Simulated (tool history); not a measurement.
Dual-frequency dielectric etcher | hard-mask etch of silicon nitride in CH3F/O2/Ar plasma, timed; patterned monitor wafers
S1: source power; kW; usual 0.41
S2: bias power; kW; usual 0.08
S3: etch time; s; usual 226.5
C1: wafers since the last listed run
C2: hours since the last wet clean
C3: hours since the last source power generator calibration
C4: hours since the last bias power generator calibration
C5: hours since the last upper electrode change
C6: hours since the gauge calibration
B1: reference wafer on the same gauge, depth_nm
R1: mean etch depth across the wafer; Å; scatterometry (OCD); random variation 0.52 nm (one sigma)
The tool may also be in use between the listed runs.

run   hour    S1     S2     S3   C1     C2      C3      C4      C5     C6     B1    R1
  1      0  0.41   0.08  226.5    0    293    1917  1475.2  3974.7  170.1  175.9  1583
  2    8.7  0.41   0.08  226.5   61  301.7  1925.7  1483.9  3983.4  178.8  175.9  1582
  3   15.5  0.41   0.08  226.5   48  308.5  1932.5  1490.7  3990.2  185.6  176.1  1582
  4   26.1  0.41   0.08  226.5   74  319.1  1943.1  1501.3  4000.8  196.2  175.8  1575
  5   41.9  0.46   0.08  226.5  111  334.9  1958.9  1517.1  4016.6    212    176  1631
  6   48.4  0.46   0.08  226.5   45  341.4  1965.4  1523.6  4023.1  218.5    176  1634
  7   75.7  0.41   0.08  226.5  192  368.7  1992.7  1550.9  4050.4  245.8  176.1  1568
  8   87.9  0.41   0.08  226.5   86  380.9  2004.9  1563.1  4062.6    258  176.3  1570
  9   96.9  0.41   0.08  226.5   63  389.9  2013.9  1572.1  4071.6    267  175.9  1571
 10  111.6  0.41   0.08  226.5  103  404.6  2028.6  1586.8  4086.3  281.7    176  1569
     138.3  -- upper electrode replaced
     140.1  -- gauge calibrated
     154.8  -- wet clean of the chamber
 11  155.3  0.41   0.08  226.5   22    0.5  2072.3  1630.5      17   15.2  175.8  1603
 12  155.7  0.49   0.08  226.5    2    0.9  2072.7  1630.9    17.4   15.6  175.8  1679
 13  156.1  0.49   0.08  226.5    2    1.3  2073.1  1631.3    17.8     16    176  1691
 14  156.5  0.41   0.08  226.5    2    1.7  2073.5  1631.7    18.2   16.4  175.9  1601
 15  161.8  0.41  0.073  226.5   37      7  2078.8    1637    23.5   21.7  175.9  1528
 16  177.2  0.41  0.096  173.5  108   22.4  2094.2  1652.4    38.9   37.1  176.2  1328
 17  184.3  0.41   0.08  226.5   50   29.5  2101.3  1659.5      46   44.2  176.1  1594
 18  200.2  0.37   0.06  226.5  112   45.4  2117.2  1675.4    61.9   60.1  175.9  1329
 19  215.2  0.41   0.08  226.5  105   60.4  2132.2  1690.4    76.9   75.1    176  1586
 20  227.2  0.34  0.096  226.5   84   72.4  2144.2  1702.4    88.9   87.1  176.1  1650
     243.5  -- source power generator calibrated
 21    244  0.41   0.07  254.5   90   89.2     0.5  1719.2   105.7  103.9  175.9  1663
     264.4  -- bias power generator calibrated
 22  264.9  0.31   0.08  167.5  119  110.1    21.4     0.5   126.6  124.8  176.1  1077
 23  278.1  0.41   0.08  226.5   93  123.3    34.6    13.7   139.8    138  176.1  1586
 24  295.7  0.34   0.08  226.5  124  140.9    52.2    31.3   157.4  155.6  176.1  1493
 25  305.1  0.33   0.08  226.5   66  150.3    61.6    40.7   166.8    165  176.2  1480
 26  316.1  0.46  0.096  226.5   77  161.3    72.6    51.7   177.8    176    176  1803
 27  328.4  0.41   0.08  226.5   86  173.6    84.9      64   190.1  188.3  176.1  1578
 28  337.5  0.44  0.068  173.5   64  182.7      94    73.1   199.2  197.4  176.1  1144
 29    346  0.36   0.08    173   60  191.2   102.5    81.6   207.7  205.9  176.1  1156

Measured less the same run without the tool's hidden state. The same run-to-run variation is in both; the gauge's scatter may not be:
The hidden state here: etch rate over this chamber's usual, %; source power that arrives over what is set, %; bias power that arrives over what is set, %; gauge reads high (%).
run   R1
  1  -24
  2  -25
  3  -25
  4  -26
  5  -29
  6  -29
  7  -31
  8  -32
  9  -33
 10  -34
 11   -6
 12   -7
 13   -7
 14   -6
 15   -6
 16   -7
 17   -9
 18   -9
 19  -11
 20  -12
 21  -14
 22  -11
 23  -17
 24  -17
 25  -17
 26  -23
 27  -21
 28  -16
 29  -16
